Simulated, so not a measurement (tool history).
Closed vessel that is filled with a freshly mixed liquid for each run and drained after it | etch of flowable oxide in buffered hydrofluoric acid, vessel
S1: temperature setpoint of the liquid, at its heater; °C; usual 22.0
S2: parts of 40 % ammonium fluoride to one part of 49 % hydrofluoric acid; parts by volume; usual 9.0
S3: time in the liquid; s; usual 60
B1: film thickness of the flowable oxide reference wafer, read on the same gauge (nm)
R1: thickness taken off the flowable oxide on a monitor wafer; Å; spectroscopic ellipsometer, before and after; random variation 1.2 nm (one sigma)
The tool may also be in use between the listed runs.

run 1 hour=0.0 | S1=22.0 S2=9.0 S3=60 | B1=29.98 | R1=1323.8
run 2 hour=27.0 | S1=22.0 S2=9.0 S3=60 | B1=29.98 | R1=1304.8
run 3 hour=90.5 | S1=22.0 S2=9.0 S3=60 | B1=30.01 | R1=1301.0
run 4 hour=161.7 | S1=22.0 S2=9.0 S3=60 | B1=29.99 | R1=1303.2
run 5 hour=213.3 | S1=22.0 S2=9.0 S3=60 | B1=30.04 | R1=1283.8
run 6 hour=260.3 | S1=22.0 S2=9.0 S3=60 | B1=30.01 | R1=1407.0
run 7 hour=286.4 | S1=22.0 S2=9.0 S3=60 | B1=30.02 | R1=1379.8
run 8 hour=336.7 | S1=22.0 S2=9.0 S3=60 | B1=29.99 | R1=1392.0
run 9 hour=400.4 | S1=22.0 S2=9.0 S3=60 | B1=29.97 | R1=1362.1
run 10 hour=439.3 | S1=22.0 S2=9.0 S3=60 | B1=30.00 | R1=1361.1
run 11 hour=482.9 | S1=22.0 S2=9.0 S3=60 | B1=30.01 | R1=1335.6
run 12 hour=554.1 | S1=22.0 S2=9.0 S3=60 | B1=30.05 | R1=1328.9
run 13 hour=604.3 | S1=22.0 S2=9.0 S3=60 | B1=29.98 | R1=1306.7
run 14 hour=655.2 | S1=22.0 S2=9.0 S3=60 | B1=30.02 | R1=1336.1
run 15 hour=689.9 | S1=22.0 S2=12.5 S3=60 | B1=29.96 | R1=979.7
run 16 hour=741.8 | S1=19.0 S2=8.0 S3=30 | B1=30.01 | R1=626.2
run 17 hour=800.6 | S1=22.0 S2=9.0 S3=60 | B1=29.98 | R1=1403.9
run 18 hour=862.2 | S1=22.0 S2=9.0 S3=60 | B1=30.01 | R1=1409.8
run 19 hour=919.7 | S1=26.0 S2=9.0 S3=60 | B1=29.99 | R1=1743.4
run 20 hour=981.8 | S1=20.5 S2=12.5 S3=40 | B1=29.98 | R1=630.9
run 21 hour=1029.6 | S1=20.0 S2=9.0 S3=60 | B1=30.02 | R1=1215.1
run 22 hour=1088.0 | S1=25.0 S2=6.0 S3=40 | B1=30.03 | R1=1615.9
run 23 hour=1126.8 | S1=25.0 S2=6.0 S3=40 | B1=29.98 | R1=1583.9
run 24 hour=1174.4 | S1=22.0 S2=9.0 S3=50 | B1=30.03 | R1=1109.9
run 25 hour=1213.7 | S1=25.0 S2=9.0 S3=90 | B1=29.96 | R1=2341.0
run 26 hour=1267.2 | S1=22.0 S2=9.0 S3=60 | B1=29.98 | R1=1294.2
run 27 hour=1303.6 | S1=22.0 S2=9.0 S3=60 | B1=30.00 | R1=1276.6
run 28 hour=1338.1 | S1=22.0 S2=7.5 S3=60 | B1=29.97 | R1=1577.8
run 29 hour=1392.6 | S1=22.0 S2=9.0 S3=95 | B1=29.99 | R1=2203.0

Taken out of this log: 5 entries between the listed runs. Where each belongs, and how the hidden state differs across it:
Between runs 5 and 6: thermometer replaced (hour 236.6)
  liquid colder than its thermometer reads (K): 2.03 -> 0.374
  measured less the result without the state, R1: -153.4 -> -29.1 Å
Between runs 14 and 15: hydrofluoric acid flow meter replaced (hour 677.8)
  liquid colder than its thermometer reads (K): 1.56 -> 1.66
  measured less the result without the state, R1: -120.8 -> -94.7 Å
Between runs 15 and 16: gauge calibrated (hour 730.3)
  liquid colder than its thermometer reads (K): 1.66 -> 1.82
  measured less the result without the state, R1: -94.7 -> -68.0 Å
Between runs 16 and 17: thermometer replaced (hour 800.1)
  liquid colder than its thermometer reads (K): 1.82 -> 0.11
  measured less the result without the state, R1: -68.0 -> -8.6 Å
Between runs 28 and 29: thermometer replaced (hour 1347.0)
  liquid colder than its thermometer reads (K): 1.72 -> 0.333
  measured less the result without the state, R1: -158.1 -> -40.5 Å
